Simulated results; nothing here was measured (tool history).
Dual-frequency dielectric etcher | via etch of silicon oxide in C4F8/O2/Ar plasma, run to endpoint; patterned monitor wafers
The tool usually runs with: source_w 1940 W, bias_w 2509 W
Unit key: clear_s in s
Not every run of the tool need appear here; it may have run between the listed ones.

| run | hour | source_w | bias_w | wafers since the last listed run | hours since the last wet clean | hours since the last source power generator calibration | hours since the last bias power generator calibration | hours since the last upper electrode change | incoming incoming film thickness, nm | clear_s |
|---|---|---|---|---|---|---|---|---|---|---|
| 1 | 0.0 | 1940 | 2377 | 0 | 491.6 | 2478.8 | 2619.7 | 2463.4 | 1689.1 | 290.6 |
| 2 | 40.0 | 1940 | 2377 | 171 | 531.6 | 2518.8 | 2659.7 | 2503.4 | 1698.0 | 292.9 |
| 3 | 75.0 | 1940 | 2509 | 150 | 566.6 | 2553.8 | 2694.7 | 2538.4 | 1708.7 | 288.7 |
| 4 | 135.1 | 1940 | 2509 | 257 | 626.7 | 2613.9 | 2754.8 | 2598.5 | 1696.4 | 286.5 |
|  | 203.9 | wet clean of the chamber |
| 5 | 204.4 | 1940 | 2509 | 194 | 0.5 | 2683.2 | 2824.1 | 2667.8 | 1720.3 | 299.4 |
| 6 | 245.9 | 1940 | 2509 | 177 | 42.0 | 2724.7 | 2865.6 | 2709.3 | 1698.2 | 295.7 |
| 7 | 310.8 | 1940 | 2509 | 278 | 106.9 | 2789.6 | 2930.5 | 2774.2 | 1692.4 | 293.6 |
| 8 | 377.0 | 1940 | 2931 | 283 | 173.1 | 2855.8 | 2996.7 | 2840.4 | 1693.1 | 276.2 |
| 9 | 440.3 | 1940 | 2931 | 271 | 236.4 | 2919.1 | 3060.0 | 2903.7 | 1705.4 | 279.8 |
|  | 493.0 | upper electrode replaced |
| 10 | 493.5 | 1940 | 2931 | 125 | 289.6 | 2972.3 | 3113.2 | 0.5 | 1676.7 | 273.8 |
| 11 | 544.8 | 1750 | 2509 | 220 | 340.9 | 3023.6 | 3164.5 | 51.8 | 1694.5 | 303.8 |
| 12 | 579.0 | 1750 | 2509 | 146 | 375.1 | 3057.8 | 3198.7 | 86.0 | 1685.0 | 300.6 |
|  | 619.1 | bias power generator calibrated |
| 13 | 619.6 | 1750 | 2509 | 156 | 415.7 | 3098.4 | 0.5 | 126.6 | 1705.6 | 302.7 |
| 14 | 666.6 | 1940 | 2690 | 201 | 462.7 | 3145.4 | 47.5 | 173.6 | 1688.9 | 281.4 |
|  | 690.3 | source power generator calibrated |
| 15 | 699.9 | 1940 | 2690 | 125 | 496.0 | 9.6 | 80.8 | 206.9 | 1697.5 | 280.6 |
|  | 765.3 | wet clean of the chamber |
| 16 | 765.8 | 1940 | 2690 | 179 | 0.5 | 75.5 | 146.7 | 272.8 | 1686.8 | 284.7 |
| 17 | 810.8 | 1940 | 2509 | 192 | 45.5 | 120.5 | 191.7 | 317.8 | 1689.8 | 292.8 |
| 18 | 877.4 | 1940 | 2509 | 285 | 112.1 | 187.1 | 258.3 | 384.4 | 1688.8 | 290.2 |
| 19 | 934.3 | 2180 | 2509 | 244 | 169.0 | 244.0 | 315.2 | 441.3 | 1695.9 | 277.2 |
| 20 | 959.1 | 1940 | 2509 | 106 | 193.8 | 268.8 | 340.0 | 466.1 | 1704.2 | 291.6 |
| 21 | 1014.2 | 1660 | 3093 | 236 | 248.9 | 323.9 | 395.1 | 521.2 | 1690.0 | 288.7 |
| 22 | 1056.2 | 1940 | 2509 | 180 | 290.9 | 365.9 | 437.1 | 563.2 | 1697.6 | 289.4 |
| 23 | 1090.5 | 2210 | 3023 | 147 | 325.2 | 400.2 | 471.4 | 597.5 | 1693.3 | 258.0 |
| 24 | 1157.7 | 1510 | 2818 | 288 | 392.4 | 467.4 | 538.6 | 664.7 | 1703.5 | 311.5 |
| 25 | 1211.1 | 1940 | 2024 | 229 | 445.8 | 520.8 | 592.0 | 718.1 | 1694.1 | 305.3 |
| 26 | 1276.5 | 2090 | 1889 | 280 | 511.2 | 586.2 | 657.4 | 783.5 | 1687.5 | 300.7 |
|  | 1307.8 | wet clean of the chamber |
| 27 | 1316.5 | 1730 | 2801 | 68 | 8.7 | 626.2 | 697.4 | 823.5 | 1689.6 | 298.7 |
| 28 | 1382.6 | 1460 | 1943 | 283 | 74.8 | 692.3 | 763.5 | 889.6 | 1668.2 | 358.5 |
| 29 | 1407.3 | 2170 | 2509 | 105 | 99.5 | 717.0 | 788.2 | 914.3 | 1707.1 | 282.1 |
| 30 | 1475.7 | 2400 | 2915 | 293 | 167.9 | 785.4 | 856.6 | 982.7 | 1694.1 | 254.6 |
| 31 | 1608.1 | 1500 | 3053 | 567 | 300.3 | 917.8 | 989.0 | 1115.1 | 1691.2 | 304.3 |
| 32 | 1657.3 | 2150 | 3091 | 211 | 349.5 | 967.0 | 1038.2 | 1164.3 | 1686.2 | 256.8 |
| 33 | 1686.7 | 2090 | 2205 | 126 | 378.9 | 996.4 | 1067.6 | 1193.7 | 1687.4 | 290.2 |
| 34 | 1746.9 | 1940 | 2509 | 258 | 439.1 | 1056.6 | 1127.8 | 1253.9 | 1705.8 | 291.1 |
| 35 | 1773.9 | 1940 | 2509 | 115 | 466.1 | 1083.6 | 1154.8 | 1280.9 | 1677.0 | 283.7 |
| 36 | 1798.2 | 1940 | 2509 | 104 | 490.4 | 1107.9 | 1179.1 | 1305.2 | 1704.5 | 288.3 |

What was the tool's hidden state at every run in the log?
source power that arrives over what is set, %: 0 in every run
bias power that arrives over what is set, %: 0 in every run
H1: etch rate over this chamber's usual, %
| run | H1 |
|---|---|
| 1 | 2.59 |
| 2 | 2.81 |
| 3 | 3.01 |
| 4 | 3.36 |
| 5 | -0.245 |
| 6 | -0.00731 |
| 7 | 0.364 |
| 8 | 0.742 |
| 9 | 1.1 |
| 10 | 1.41 |
| 11 | 1.7 |
| 12 | 1.9 |
| 13 | 2.13 |
| 14 | 2.4 |
| 15 | 2.59 |
| 16 | 0.379 |
| 17 | 0.636 |
| 18 | 1.02 |
| 19 | 1.34 |
| 20 | 1.48 |
| 21 | 1.8 |
| 22 | 2.04 |
| 23 | 2.24 |
| 24 | 2.62 |
| 25 | 2.93 |
| 26 | 3.3 |
| 27 | -0.224 |
| 28 | 0.154 |
| 29 | 0.296 |
| 30 | 0.687 |
| 31 | 1.44 |
| 32 | 1.73 |
| 33 | 1.89 |
| 34 | 2.24 |
| 35 | 2.39 |
| 36 | 2.53 |
